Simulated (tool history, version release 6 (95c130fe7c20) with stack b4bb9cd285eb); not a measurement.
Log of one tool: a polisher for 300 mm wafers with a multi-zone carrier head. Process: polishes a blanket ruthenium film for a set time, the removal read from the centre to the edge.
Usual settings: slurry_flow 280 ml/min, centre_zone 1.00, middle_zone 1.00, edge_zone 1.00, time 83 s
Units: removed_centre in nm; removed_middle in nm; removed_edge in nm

run    hour  slurry_flow  centre_zone  middle_zone  edge_zone  time  wafers since the last listed run  wafers polished on this pad  hours since the slurry nozzle was cleaned  hours since the centre zone pressure was calibrated  hours since the edge zone pressure was calibrated  hours since the carrier head's membrane was replaced  incoming thickness of the incoming film, nm  removed_centre  removed_middle  removed_edge
  1     0.0          280         1.00         1.05       1.00    83                                 0                         1269                                       86.9                                                241.2                                             1000.9                                                1483.2                                        456.8            59.6            66.9          63.7
  2    24.4          280         1.00         1.05       1.00    83                               142                         1412                                      111.3                                                265.6                                             1025.3                                                1507.6                                        463.5            60.0            65.8          62.6
       90.6  -- worn pad replaced by a new one
  3    91.1          280         1.00         1.05       1.00    83                               367                            2                                      178.0                                                332.3                                             1092.0                                                1574.3                                        461.0            58.8            63.4          62.3
  4   148.5          280         1.00         1.00       1.00    83                               336                          338                                      235.4                                                389.7                                             1149.4                                                1631.7                                        457.3            57.7            61.3          61.6
  5   175.0          280         1.00         1.00       1.00    83                               155                          494                                      261.9                                                416.2                                             1175.9                                                1658.2                                        458.7            57.6            60.7          60.9
  6   234.1          280         1.00         1.00       1.00    83                               346                          840                                      321.0                                                475.3                                             1235.0                                                1717.3                                        455.8            55.7            61.3          62.1
      265.7  -- slurry nozzle cleaned
      278.8  -- edge zone pressure recalibrated
  7   321.2          280         1.00         1.00       1.07    83                               492                         1332                                       55.5                                                562.4                                               42.4                                                1804.4                                        466.3            60.7            63.8          66.8
  8   352.7          280         1.04         1.00       1.00    83                               184                         1517                                       87.0                                                593.9                                               73.9                                                1835.9                                        463.5            61.8            65.0          64.2
      368.5  -- worn pad replaced by a new one
  9   414.3          325         1.00         1.00       1.00    70                               337                          268                                      148.6                                                655.5                                              135.5                                                1897.5                                        461.0            49.5            55.1          54.7
 10   454.0          255         1.00         1.00       1.00   107                               232                          500                                      188.3                                                695.2                                              175.2                                                1937.2                                        464.2            70.2            78.7          79.7
      463.0  -- centre zone pressure recalibrated
 11   482.4          325         1.10         1.10       1.07    83                               154                          655                                      216.7                                                 19.4                                              203.6                                                1965.6                                        463.7            69.2            69.0          65.0
      506.1  -- carrier head's membrane replaced by a new one
 12   539.6          280         0.89         1.00       0.89    83                               305                          961                                      273.9                                                 76.6                                              260.8                                                  33.5                                        458.0            52.5            60.5          59.7
 13   566.8          375         1.00         1.00       1.00    83                               159                         1120                                      301.1                                                103.8                                              288.0                                                  60.7                                        464.9            64.5            65.1          65.6
 14   605.4          280         1.00         1.00       1.00    83                               226                         1346                                      339.7                                                142.4                                              326.6                                                  99.3                                        461.7            59.1            60.3          60.8
      630.8  -- slurry nozzle cleaned
 15   663.0          220         1.06         0.89       1.00    75                               331                         1677                                       32.2                                                200.0                                              384.2                                                 156.9                                        463.3            59.0            51.4          57.6
      710.0  -- worn pad replaced by a new one
 16   726.3          280         1.00         1.00       1.00    83                               347                           95                                       95.5                                                263.3                                              447.5                                                 220.2                                        468.2            61.3            62.8          64.9
 17   767.7          280         1.00         1.00       1.00    83                               242                          338                                      136.9                                                304.7                                              488.9                                                 261.6                                        463.2            61.6            62.5          63.7
 18   823.1          280         1.00         1.00       1.00    63                               324                          662                                      192.3                                                360.1                                              544.3                                                 317.0                                        456.4            45.6            46.9          47.9
 19   851.6          280         1.00         1.00       1.00    83                               166                          829                                      220.8                                                388.6                                              572.8                                                 345.5                                        453.1            58.8            62.7          62.4
 20   896.8          280         1.00         1.00       1.00    63                               264                         1094                                      266.0                                                433.8                                              618.0                                                 390.7                                        460.8            43.7            46.1          47.7
 21   950.7          350         1.00         1.00       1.00    83                               315                         1409                                      319.9                                                487.7                                              671.9                                                 444.6                                        466.0            59.4            64.1          64.2
      983.6  -- slurry nozzle cleaned
 22  1004.6          280         0.94         1.00       1.00    83                               309                         1719                                       21.0                                                541.6                                              725.8                                                 498.5                                        454.1            59.2            66.1          65.4

Forecast each of these 4 alternatives for the next run:
  A  1005.1          280         1.00         1.00       1.00    83                                 2                         1722                                       21.5                                                542.1                                              726.3                                                 499.0                                        462.7               ?               ?             ?
  B  1005.1          360         1.00         1.00       1.00    67                                 2                         1722                                       21.5                                                542.1                                              726.3                                                 499.0                                        462.7               ?               ?             ?
  C  1005.1          280         1.00         1.00       1.00   100                                 2                         1722                                       21.5                                                542.1                                              726.3                                                 499.0                                        462.7               ?               ?             ?
  D  1005.1          280         0.91         1.00       1.00    63                                 2                         1722                                       21.5                                                542.1                                              726.3                                                 499.0                                        462.7               ?               ?             ?

run  removed_centre  removed_middle  removed_edge
  A            61.3            66.7          64.8
  B            51.0            55.4          53.5
  C            73.8            80.4          78.1
  D            42.3            50.7          49.2
Without the tool's hidden state the same runs would have given:
run  removed_centre  removed_middle  removed_edge
  A            66.0            67.7          65.6
  B            54.8            56.0          53.9
  C            79.6            81.5          79.0
  D            45.6            51.4          49.8
